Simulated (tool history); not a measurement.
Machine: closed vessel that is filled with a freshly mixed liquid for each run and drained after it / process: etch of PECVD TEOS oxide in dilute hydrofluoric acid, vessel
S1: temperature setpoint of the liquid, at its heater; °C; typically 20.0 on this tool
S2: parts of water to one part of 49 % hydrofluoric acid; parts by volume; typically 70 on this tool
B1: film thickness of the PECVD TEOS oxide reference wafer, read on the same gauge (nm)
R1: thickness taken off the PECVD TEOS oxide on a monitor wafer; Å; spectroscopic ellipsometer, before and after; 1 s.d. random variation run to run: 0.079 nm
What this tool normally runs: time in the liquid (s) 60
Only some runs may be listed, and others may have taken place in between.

{"run": 1, "day": 0.0, "S1": 20.0, "S2": 70, "time in the liquid (s)": 35, "B1": 80.01, "R1": 116.4}
{"run": 2, "day": 0.562, "S1": 20.0, "S2": 70, "time in the liquid (s)": 35, "B1": 80.02, "R1": 117.4}
{"run": 3, "day": 1.312, "S1": 17.0, "S2": 70, "time in the liquid (s)": 60, "B1": 79.98, "R1": 176.2}
{"run": 4, "day": 1.633, "S1": 17.0, "S2": 70, "time in the liquid (s)": 60, "B1": 80.0, "R1": 175.5}
{"run": 5, "day": 2.342, "S1": 20.0, "S2": 70, "time in the liquid (s)": 60, "B1": 80.02, "R1": 203.2}
{"run": 6, "day": 3.004, "S1": 20.0, "S2": 70, "time in the liquid (s)": 60, "B1": 80.0, "R1": 201.1}
{"run": 7, "day": 3.746, "S1": 20.0, "S2": 70, "time in the liquid (s)": 60, "B1": 79.99, "R1": 201.4}
{"run": 8, "day": 4.483, "S1": 20.0, "S2": 70, "time in the liquid (s)": 60, "B1": 80.01, "R1": 201.7}
{"run": 9, "day": 5.154, "S1": 19.0, "S2": 70, "time in the liquid (s)": 60, "B1": 79.98, "R1": 195.2}
{"run": 10, "day": 5.575, "S1": 20.0, "S2": 70, "time in the liquid (s)": 60, "B1": 79.98, "R1": 204.7}
{"run": 11, "day": 5.929, "S1": 20.0, "S2": 70, "time in the liquid (s)": 60, "B1": 80.01, "R1": 204.3}
{"run": 12, "day": 6.5, "S1": 20.0, "S2": 85, "time in the liquid (s)": 60, "B1": 80.03, "R1": 165.7}
{"run": 13, "day": 6.95, "S1": 20.0, "S2": 85, "time in the liquid (s)": 60, "B1": 79.98, "R1": 165.5}
{"run": 14, "day": 8.138, "S1": 20.0, "S2": 85, "time in the liquid (s)": 60, "B1": 79.98, "R1": 166.7}
{"day": 8.329, "done": "hydrofluoric acid flow meter replaced"}
{"run": 15, "day": 8.404, "S1": 20.0, "S2": 70, "time in the liquid (s)": 60, "B1": 80.01, "R1": 181.3}
{"run": 16, "day": 8.988, "S1": 20.0, "S2": 70, "time in the liquid (s)": 60, "B1": 79.99, "R1": 182.3}
{"run": 17, "day": 9.579, "S1": 18.0, "S2": 55, "time in the liquid (s)": 60, "B1": 79.99, "R1": 217.5}
{"day": 9.921, "done": "thermometer replaced"}
{"run": 18, "day": 10.167, "S1": 24.5, "S2": 70, "time in the liquid (s)": 80, "B1": 80.02, "R1": 274.9}
{"run": 19, "day": 10.488, "S1": 17.5, "S2": 95, "time in the liquid (s)": 75, "B1": 80.01, "R1": 137.3}
{"day": 10.538, "done": "gauge calibrated"}
{"run": 20, "day": 10.833, "S1": 17.0, "S2": 40, "time in the liquid (s)": 35, "B1": 80.02, "R1": 159.5}
{"run": 21, "day": 11.238, "S1": 23.5, "S2": 80, "time in the liquid (s)": 60, "B1": 79.99, "R1": 170.7}
{"run": 22, "day": 11.908, "S1": 24.5, "S2": 80, "time in the liquid (s)": 30, "B1": 79.99, "R1": 88.9}
{"run": 23, "day": 12.242, "S1": 17.0, "S2": 90, "time in the liquid (s)": 85, "B1": 80.02, "R1": 164.6}
{"run": 24, "day": 12.692, "S1": 20.0, "S2": 70, "time in the liquid (s)": 60, "B1": 79.99, "R1": 172.4}
{"run": 25, "day": 14.267, "S1": 20.0, "S2": 70, "time in the liquid (s)": 60, "B1": 79.99, "R1": 174.9}
{"run": 26, "day": 14.967, "S1": 18.5, "S2": 55, "time in the liquid (s)": 40, "B1": 79.99, "R1": 141.9}
{"run": 27, "day": 15.454, "S1": 20.0, "S2": 95, "time in the liquid (s)": 60, "B1": 79.99, "R1": 123.6}
{"run": 28, "day": 15.871, "S1": 22.5, "S2": 50, "time in the liquid (s)": 30, "B1": 79.99, "R1": 138.9}
{"run": 29, "day": 16.375, "S1": 20.0, "S2": 70, "time in the liquid (s)": 60, "B1": 80.03, "R1": 175.8}
{"run": 30, "day": 17.021, "S1": 20.0, "S2": 70, "time in the liquid (s)": 35, "B1": 80.03, "R1": 101.7}
{"run": 31, "day": 17.279, "S1": 20.0, "S2": 70, "time in the liquid (s)": 60, "B1": 80.0, "R1": 176.8}
{"run": 32, "day": 17.946, "S1": 17.0, "S2": 55, "time in the liquid (s)": 90, "B1": 80.01, "R1": 301.7}
{"run": 33, "day": 18.242, "S1": 20.0, "S2": 85, "time in the liquid (s)": 60, "B1": 80.0, "R1": 141.9}

Below, some changes in R1 between adjacent runs. For each, the amount present without the hidden state too (settings, incoming material, random variation) and the amount remaining for the hidden state with gauge scatter not shared by both compared results:
The hidden state here: liquid hotter than its thermometer reads (K); hydrofluoric acid flow above the setpoint (%); gauge reads high (%).
Run 2 -> 3: S1 20.0 -> 17.0, time in the liquid (s) 35 -> 60. R1 +58.8 Å: hidden state +10.0, all else +48.8.
Run 14 -> 15: S2 85 -> 70, hydrofluoric acid flow meter replaced. R1 +14.6 Å: hidden state -16.6, all else +31.2.
Run 17 -> 18: S1 18.0 -> 24.5, S2 55 -> 70, time in the liquid (s) 60 -> 80, thermometer replaced. R1 +57.4 Å: hidden state -13.1, all else +70.5.
Run 18 -> 19: S1 24.5 -> 17.5, S2 70 -> 95, time in the liquid (s) 80 -> 75. R1 -137.6 Å: hidden state -2.4, all else -135.2.
Run 31 -> 32: S1 20.0 -> 17.0, S2 70 -> 55, time in the liquid (s) 60 -> 90. R1 +124.9 Å: hidden state +6.7, all else +118.2.
Run 32 -> 33: S1 17.0 -> 20.0, S2 55 -> 85, time in the liquid (s) 90 -> 60. R1 -159.8 Å: hidden state -7.7, all else -152.1.
